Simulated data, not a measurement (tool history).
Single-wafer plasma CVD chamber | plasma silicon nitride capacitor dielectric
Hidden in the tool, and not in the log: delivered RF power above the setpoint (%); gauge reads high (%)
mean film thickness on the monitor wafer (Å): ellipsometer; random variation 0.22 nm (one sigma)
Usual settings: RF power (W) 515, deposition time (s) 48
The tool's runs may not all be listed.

| run | hour | RF power (W) | deposition time (s) | wafers since the last listed run | hours since the last RF generator calibration | hours since the showerhead was replaced | hours since the gauge calibration | read-back reference wafer on the same gauge, thickness_nm | mean film thickness on the monitor wafer (Å) |
|---|---|---|---|---|---|---|---|---|---|
| 1 | 0 | 595 | 50.4 | 0 | 155.5 | 3043.6 | 423.6 | 71.218 | 833.69 |
| 2 | 90.2 | 595 | 50.4 | 2072 | 245.7 | 3133.8 | 513.8 | 71.232 | 831.02 |
| 3 | 161.1 | 515 | 48 | 1628 | 316.6 | 3204.7 | 584.7 | 71.175 | 738.18 |
| 4 | 233.9 | 515 | 48 | 1672 | 389.4 | 3277.5 | 657.5 | 71.19 | 743.94 |
| 5 | 338.8 | 515 | 48 | 2410 | 494.3 | 3382.4 | 762.4 | 71.215 | 740.96 |
| 6 | 414.5 | 515 | 44.8 | 1739 | 570 | 3458.1 | 838.1 | 71.22 | 684.88 |
| 7 | 464.3 | 515 | 44.8 | 1144 | 619.8 | 3507.9 | 887.9 | 71.17 | 687.93 |
|  | 553.6 | showerhead replaced, of another model than before |
| 8 | 554.1 | 515 | 48 | 1879 | 709.6 | 0.5 | 977.7 | 71.257 | 723.07 |
| 9 | 604.5 | 515 | 48 | 1157 | 760 | 50.9 | 1028.1 | 71.196 | 722.8 |
| 10 | 643.8 | 515 | 48 | 902 | 799.3 | 90.2 | 1067.4 | 71.225 | 719.11 |
|  | 694 | gauge calibrated |
| 11 | 746.7 | 515 | 48 | 2364 | 902.2 | 193.1 | 52.7 | 71.169 | 718.29 |
|  | 772.4 | RF generator calibrated |
| 12 | 851.9 | 515 | 48 | 2233 | 79.5 | 298.3 | 157.9 | 71.183 | 744.34 |
| 13 | 898.5 | 460 | 48 | 1070 | 126.1 | 344.9 | 204.5 | 71.173 | 689.58 |
| 14 | 944 | 515 | 48 | 1045 | 171.6 | 390.4 | 250 | 71.171 | 744.99 |
| 15 | 1016.6 | 430 | 40.3 | 1667 | 244.2 | 463 | 322.6 | 71.177 | 545.7 |
| 16 | 1057.8 | 465 | 42.3 | 946 | 285.4 | 504.2 | 363.8 | 71.139 | 609.34 |
| 17 | 1117.7 | 595 | 50.4 | 1376 | 345.3 | 564.1 | 423.7 | 71.257 | 852.05 |
| 18 | 1202.2 | 480 | 52.5 | 1941 | 429.8 | 648.6 | 508.2 | 71.226 | 771.19 |
| 19 | 1304.5 | 475 | 39.7 | 2350 | 532.1 | 750.9 | 610.5 | 71.257 | 578.61 |
| 20 | 1579.2 | 580 | 48 | 6311 | 806.8 | 1025.6 | 885.2 | 71.235 | 774.64 |
| 21 | 1686.2 | 515 | 42 | 2458 | 913.8 | 1132.6 | 992.2 | 71.153 | 629.53 |
| 22 | 1787.5 | 515 | 48 | 2327 | 1015.1 | 1233.9 | 1093.5 | 71.225 | 709.85 |

Measured less the same run without the tool's hidden state. The same run-to-run variation is in both; the gauge's scatter may not be:
| run | mean film thickness on the monitor wafer (Å) |
|---|---|
| 1 | -2.89 |
| 2 | -3.76 |
| 3 | -4.21 |
| 4 | -5.36 |
| 5 | -7.39 |
| 6 | -8.49 |
| 7 | -9.77 |
| 8 | -20.76 |
| 9 | -23.5 |
| 10 | -25.68 |
| 11 | -32.38 |
| 12 | -1.63 |
| 13 | -1.81 |
| 14 | -2.41 |
| 15 | -2.52 |
| 16 | -3.43 |
| 17 | -6.3 |
| 18 | -8.06 |
| 19 | -8.77 |
| 20 | -25.98 |
| 21 | -27.27 |
| 22 | -38.43 |

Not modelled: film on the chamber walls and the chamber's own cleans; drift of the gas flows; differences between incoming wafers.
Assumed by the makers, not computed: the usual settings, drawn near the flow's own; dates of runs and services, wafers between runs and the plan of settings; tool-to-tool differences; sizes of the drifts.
